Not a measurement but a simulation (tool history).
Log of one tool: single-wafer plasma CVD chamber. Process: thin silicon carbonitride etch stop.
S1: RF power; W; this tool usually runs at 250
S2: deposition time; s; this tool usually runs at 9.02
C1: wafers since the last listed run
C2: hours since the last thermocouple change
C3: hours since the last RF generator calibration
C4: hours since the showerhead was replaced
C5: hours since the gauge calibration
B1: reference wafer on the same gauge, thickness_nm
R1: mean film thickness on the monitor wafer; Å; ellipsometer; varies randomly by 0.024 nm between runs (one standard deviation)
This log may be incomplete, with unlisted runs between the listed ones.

run	hour	S1	S2	C1	C2	C3	C4	C5	B1	R1
1	0	250	9.02	0	2119.5	70.6	7824.3	547	5.138	57.54
2	50.7	250	9.02	1937	2170.2	121.3	7875	597.7	5.134	57.75
3	107.7	250	9.02	2178	2227.2	178.3	7932	654.7	5.127	57.71
4	148.4	250	9.02	1555	2267.9	219	7972.7	695.4	5.137	57.5
5	213.7	250	9.02	2495	2333.2	284.3	8038	760.7	5.141	57.96
6	248.3	250	9.02	1322	2367.8	318.9	8072.6	795.3	5.141	57.2
7	290.7	250	9.02	1620	2410.2	361.3	8115	837.7	5.137	57.27
8	338.4	250	9.02	1823	2457.9	409	8162.7	885.4	5.134	57.32
9	376.5	250	9.02	1456	2496	447.1	8200.8	923.5	5.136	57.44
10	431.6	250	9.02	2106	2551.1	502.2	8255.9	978.6	5.144	57.03
11	499.4	250	9.02	2591	2618.9	570	8323.7	1046.4	5.148	57.34
12	558.2	250	9.02	2247	2677.7	628.8	8382.5	1105.2	5.153	57.37
13	607.8	250	9.02	1895	2727.3	678.4	8432.1	1154.8	5.134	57.58
14	642.9	265	9.02	1341	2762.4	713.5	8467.2	1189.9	5.139	58.28
15	681.1	250	9.02	1460	2800.6	751.7	8505.4	1228.1	5.137	57.41
# hour 712.3: thermocouple changed; heater temperature recalibrated
16	716.3	280	7.88	1039	4	786.9	8540.6	1263.3	5.127	51.24
17	775.9	200	10.05	2278	63.6	846.5	8600.2	1322.9	5.139	60.05
# hour 822.1: showerhead replaced
18	822.6	200	9.02	1479	110.3	893.2	0.5	1369.6	5.143	54.05
# hour 855.5: gauge calibrated
19	861.8	250	10	1498	149.5	932.4	39.7	6.3	5.141	62.97
20	914.5	250	9.02	2014	202.2	985.1	92.4	59	5.135	56.54
21	976.1	230	8.16	2354	263.8	1046.7	154	120.6	5.135	50.26
# hour 991.1: RF generator calibrated
22	1047.4	230	7.34	2419	335.1	56.3	225.3	191.9	5.137	45.48
23	1104.8	270	7.62	2193	392.5	113.7	282.7	249.3	5.127	49.18
24	1135.5	250	9.02	1173	423.2	144.4	313.4	280	5.141	57.21
25	1162.2	250	9.02	1020	449.9	171.1	340.1	306.7	5.143	57.83
26	1220.1	235	9.91	2213	507.8	229	398	364.6	5.144	62.41
27	1291.4	250	7.34	2725	579.1	300.3	469.3	435.9	5.144	47.02
28	1337.6	250	10	1765	625.3	346.5	515.5	482.1	5.135	63.61
29	1407.8	285	7.36	2683	695.5	416.7	585.7	552.3	5.135	48.39
30	1447.5	250	9.02	1517	735.2	456.4	625.4	592	5.138	57.06
31	1510.4	280	9.02	2404	798.1	519.3	688.3	654.9	5.13	58.81
32	1574.7	235	7.75	2457	862.4	583.6	752.6	719.2	5.144	48.43
33	1644.1	275	7.61	2652	931.8	653	822	788.6	5.139	49.06
34	1700.6	250	9.02	2159	988.3	709.5	878.5	845.1	5.153	56.92

Below are 5 alternative next runs, each starting from the tool's condition after run 34. Predict each:
A	1701	250	8.19	15	988.7	709.9	878.9	845.5	?	?
B	1701	210	8.54	15	988.7	709.9	878.9	845.5	?	?
C	1701	250	9.49	15	988.7	709.9	878.9	845.5	?	?
D	1701	225	7.47	15	988.7	709.9	878.9	845.5	?	?
E	1701	230	8.31	15	988.7	709.9	878.9	845.5	?	?

run	B1	R1
A	5.138	51.69
B	5.138	51.62
C	5.138	59.9
D	5.138	45.92
E	5.138	51.37
The same runs, with their run-to-run variation unchanged, on a tool lacking any hidden condition would have given:
run	R1
A	52.34
B	52.26
C	60.65
D	46.5
E	52.01

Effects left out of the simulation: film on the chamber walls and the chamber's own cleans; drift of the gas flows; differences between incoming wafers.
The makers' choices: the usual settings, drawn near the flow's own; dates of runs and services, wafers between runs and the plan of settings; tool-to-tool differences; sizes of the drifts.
